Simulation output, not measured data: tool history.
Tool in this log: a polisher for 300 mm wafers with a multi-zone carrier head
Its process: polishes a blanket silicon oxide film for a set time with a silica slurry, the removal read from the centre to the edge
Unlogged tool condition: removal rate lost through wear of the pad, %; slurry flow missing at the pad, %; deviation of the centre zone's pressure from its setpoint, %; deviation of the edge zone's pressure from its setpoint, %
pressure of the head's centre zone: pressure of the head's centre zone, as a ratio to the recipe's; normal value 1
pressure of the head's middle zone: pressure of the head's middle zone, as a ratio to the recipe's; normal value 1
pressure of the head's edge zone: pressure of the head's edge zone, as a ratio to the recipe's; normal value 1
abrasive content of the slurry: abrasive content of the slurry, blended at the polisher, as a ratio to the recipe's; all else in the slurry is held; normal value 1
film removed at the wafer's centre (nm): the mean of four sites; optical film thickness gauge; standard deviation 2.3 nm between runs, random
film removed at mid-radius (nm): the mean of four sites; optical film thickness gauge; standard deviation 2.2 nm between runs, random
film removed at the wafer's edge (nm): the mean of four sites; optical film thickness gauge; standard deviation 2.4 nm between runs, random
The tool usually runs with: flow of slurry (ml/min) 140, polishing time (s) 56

run,hour,flow of slurry (ml/min),pressure of the head's centre zone,pressure of the head's middle zone,pressure of the head's edge zone,abrasive content of the slurry,polishing time (s),wafers since the last listed run,wafers polished on this pad,hours since the slurry nozzle was cleaned,hours since the centre zone pressure was calibrated,hours since the edge zone pressure was calibrated,hours since the carrier head's membrane was replaced,"incoming thickness of the incoming film, nm",film removed at the wafer's centre (nm),film removed at mid-radius (nm),film removed at the wafer's edge (nm)
1,0,140,0.94,1,1,1,56,0,2372,63.4,622.2,280.8,66,1305.2,189.5,205.2,197
# hour 27.7: worn pad replaced by a new one
2,57.5,140,0.94,1,1,1,56,492,274,120.9,679.7,338.3,123.5,1285.5,199.9,208.9,207.9
3,98.2,140,0.94,1,1,1,56,374,649,161.6,720.4,379,164.2,1286,194.3,206.9,204.1
4,175.5,140,1,1,1,1,56,712,1361,238.9,797.7,456.3,241.5,1298.4,207.3,202.2,195
# hour 292.4: worn pad replaced by a new one
5,443.9,140,1,1,1,1,56,2435,1395,507.3,1066.1,724.7,509.9,1289.4,203.4,199.8,200.3
6,523.5,140,1,1,1,1,56,733,2129,586.9,1145.7,804.3,589.5,1314.7,200.4,202.2,197.7
# hour 548.7: worn pad replaced by a new one
# hour 569.4: slurry nozzle cleaned
7,624,140,1,1,1,1.15,56,879,684,54.6,1246.2,904.8,690,1302.6,214.2,213.3,208.5
8,727.7,140,1,1,1,1,49,955,1639,158.3,1349.9,1008.5,793.7,1329.4,181.9,174.8,176.1
9,791.6,140,1,1,1,1,49,588,2228,222.2,1413.8,1072.4,857.6,1308.8,178.9,175.6,175.3
# hour 796.6: worn pad replaced by a new one
10,831.9,110,1,1,1,1,56,334,324,262.5,1454.1,1112.7,897.9,1332,201,196.9,197.8
# hour 846.9: centre zone pressure recalibrated
11,895.1,140,1,1,1,1,56,563,888,325.7,48.2,1175.9,961.1,1281.6,205.2,200.9,199.2
# hour 961: carrier head's membrane replaced by a new one
12,961.5,140,1,0.89,1,1,56,565,1453,392.1,114.6,1242.3,0.5,1303.7,205.9,184.8,200.8
13,1022.7,140,1,1,1.07,1,56,563,2017,453.3,175.8,1303.5,61.7,1290,206.9,200.6,206.2
# hour 1065.1: worn pad replaced by a new one
# hour 1099.3: edge zone pressure recalibrated
14,1172.6,140,0.89,1,1,1,56,1325,972,603.2,325.7,73.3,211.6,1321.1,181,200.3,199
# hour 1176.7: slurry nozzle cleaned
15,1214.8,140,0.88,1,1,0.75,56,379,1351,38.1,367.9,115.5,253.8,1288.6,167.5,191.1,181.4
16,1253.8,140,1.09,1,1,1,56,359,1710,77.1,406.9,154.5,292.8,1320.8,226.9,199.4,197.6
# hour 1313.7: worn pad replaced by a new one
17,1314.2,140,1,1,1,1,56,519,4,137.5,467.3,214.9,353.2,1328.7,215.4,209.3,209.8
18,1389.8,140,0.93,1,1,1,56,696,700,213.1,542.9,290.5,428.8,1295.2,194.8,203.6,199.1

5 ways to go on from here, each from the tool as it stands after run 18. What would each give?
A,1390.2,140,1,0.88,1,1,56,3,704,213.5,543.3,290.9,429.2,1284,?,?,?
B,1390.2,140,1.11,1,1,1,47,3,704,213.5,543.3,290.9,429.2,1284,?,?,?
C,1390.2,140,1,1.07,0.92,1,56,3,704,213.5,543.3,290.9,429.2,1284,?,?,?
D,1390.2,170,1,1,0.96,1,56,3,704,213.5,543.3,290.9,429.2,1284,?,?,?
E,1390.2,100,0.97,1,1,1.25,65,3,704,213.5,543.3,290.9,429.2,1284,?,?,?

run,film removed at the wafer's centre (nm),film removed at mid-radius (nm),film removed at the wafer's edge (nm)
A,205.3,182.3,204.7
B,191.5,170.2,171.5
C,205.5,214.9,196.3
D,214.3,210.6,205.9
E,222.8,229.9,237.8
With the hidden condition removed and each run's random variation left untouched, the same runs would have given:
run,film removed at the wafer's centre (nm),film removed at mid-radius (nm),film removed at the wafer's edge (nm)
A,211.4,187.8,210.8
B,197.3,175.3,176.7
C,211.7,221.4,202.2
D,220.8,217,212.1
E,229.6,236.9,245

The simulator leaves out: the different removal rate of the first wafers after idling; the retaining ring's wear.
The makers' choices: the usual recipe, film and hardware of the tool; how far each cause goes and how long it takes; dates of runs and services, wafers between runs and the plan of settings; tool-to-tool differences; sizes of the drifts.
